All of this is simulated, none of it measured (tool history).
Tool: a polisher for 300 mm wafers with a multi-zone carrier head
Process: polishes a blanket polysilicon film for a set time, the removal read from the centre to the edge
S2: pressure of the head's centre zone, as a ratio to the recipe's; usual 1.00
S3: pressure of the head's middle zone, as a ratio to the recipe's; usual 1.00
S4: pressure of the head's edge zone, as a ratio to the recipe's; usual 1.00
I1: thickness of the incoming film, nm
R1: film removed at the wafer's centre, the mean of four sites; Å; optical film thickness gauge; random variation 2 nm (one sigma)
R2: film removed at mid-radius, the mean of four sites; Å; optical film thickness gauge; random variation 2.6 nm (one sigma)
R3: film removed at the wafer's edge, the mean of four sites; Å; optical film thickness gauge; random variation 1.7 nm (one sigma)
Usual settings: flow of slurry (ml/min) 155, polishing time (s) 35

Run 1, hour 0.0: usual settings but S3 0.95; I1 1849.7. Result: R1 2295 Å, R2 2149 Å, R3 2236 Å.
At hour 40.4: worn pad replaced by a new one.
Run 2, hour 64.1: usual settings; I1 1828.3. Result: R1 2232 Å, R2 2139 Å, R3 2201 Å.
Run 3, hour 96.4: usual settings; I1 1819.5. Result: R1 2244 Å, R2 2164 Å, R3 2184 Å.
Run 4, hour 160.8: usual settings; I1 1818.1. Result: R1 2216 Å, R2 2164 Å, R3 2172 Å.
Run 5, hour 211.9: usual settings but S3 0.92; I1 1804.6. Result: R1 2183 Å, R2 2011 Å, R3 2157 Å.
At hour 227.6: worn pad replaced by a new one.
Run 6, hour 272.3: usual settings but flow of slurry (ml/min) 120, S4 1.08; I1 1787.6. Result: R1 2020 Å, R2 2004 Å, R3 2143 Å.
At hour 296.0: edge zone pressure recalibrated.
At hour 302.1: centre zone pressure recalibrated.
At hour 340.3: slurry nozzle cleaned.
Run 7, hour 340.8: usual settings but flow of slurry (ml/min) 120, S4 1.08; I1 1806.3. Result: R1 2238 Å, R2 2170 Å, R3 2253 Å.
At hour 349.5: carrier head's membrane replaced by a new one.
Run 8, hour 395.2: usual settings but flow of slurry (ml/min) 120; I1 1798.8. Result: R1 2192 Å, R2 2143 Å, R3 2169 Å.
Run 9, hour 431.3: usual settings but flow of slurry (ml/min) 120; I1 1816.6. Result: R1 2105 Å, R2 2085 Å, R3 2123 Å.
At hour 439.7: worn pad replaced by a new one.
Run 10, hour 480.4: usual settings but flow of slurry (ml/min) 135, S2 1.12; I1 1817.5. Result: R1 2415 Å, R2 2123 Å, R3 2142 Å.
Run 11, hour 531.4: usual settings; I1 1804.6. Result: R1 2231 Å, R2 2117 Å, R3 2175 Å.
Run 12, hour 585.7: usual settings but flow of slurry (ml/min) 115, S2 1.10, S3 0.89, S4 0.96; I1 1811.7. Result: R1 2251 Å, R2 1838 Å, R3 2019 Å.
At hour 633.7: worn pad replaced by a new one.
Run 13, hour 648.6: usual settings; I1 1839.5. Result: R1 2169 Å, R2 2184 Å, R3 2132 Å.
At hour 672.1: centre zone pressure recalibrated.
Run 14, hour 679.2: usual settings but polishing time (s) 28; I1 1812.8. Result: R1 1737 Å, R2 1715 Å, R3 1718 Å.
Run 15, hour 745.3: usual settings but flow of slurry (ml/min) 140, S2 1.11, S3 0.90, S4 0.96; I1 1812.2. Result: R1 2393 Å, R2 1910 Å, R3 2076 Å.
Run 16, hour 784.8: usual settings but flow of slurry (ml/min) 195, S3 1.07; I1 1809.5. Result: R1 2319 Å, R2 2307 Å, R3 2210 Å.
At hour 796.0: slurry nozzle cleaned.
At hour 819.3: worn pad replaced by a new one.
Run 17, hour 825.6: usual settings; I1 1829.5. Result: R1 2300 Å, R2 2234 Å, R3 2245 Å.
Run 18, hour 886.5: usual settings but polishing time (s) 44; I1 1810.6. Result: R1 2888 Å, R2 2690 Å, R3 2740 Å.
Run 19, hour 924.8: usual settings but flow of slurry (ml/min) 130, S3 0.92, S4 0.90, polishing time (s) 46; I1 1848.5. Result: R1 2794 Å, R2 2551 Å, R3 2645 Å.

Forecast each of these 3 alternatives for the next run:
Run A, hour 925.2: usual settings but S2 1.12; I1 1836.8. Result: R1 ?, R2 ?, R3 ?.
Run B, hour 925.2: usual settings but S3 1.04, polishing time (s) 46; I1 1836.8. Result: R1 ?, R2 ?, R3 ?.
Run C, hour 925.2: usual settings but S2 0.92, S3 1.08; I1 1836.8. Result: R1 ?, R2 ?, R3 ?.

run    R1    R2    R3
  A  2517  2204  2181
  B  2952  2985  2865
  C  2065  2337  2179
Without the tool's hidden state the same runs would have given:
run    R1    R2    R3
  A  2648  2305  2251
  B  3105  3121  2957
  C  2173  2444  2249

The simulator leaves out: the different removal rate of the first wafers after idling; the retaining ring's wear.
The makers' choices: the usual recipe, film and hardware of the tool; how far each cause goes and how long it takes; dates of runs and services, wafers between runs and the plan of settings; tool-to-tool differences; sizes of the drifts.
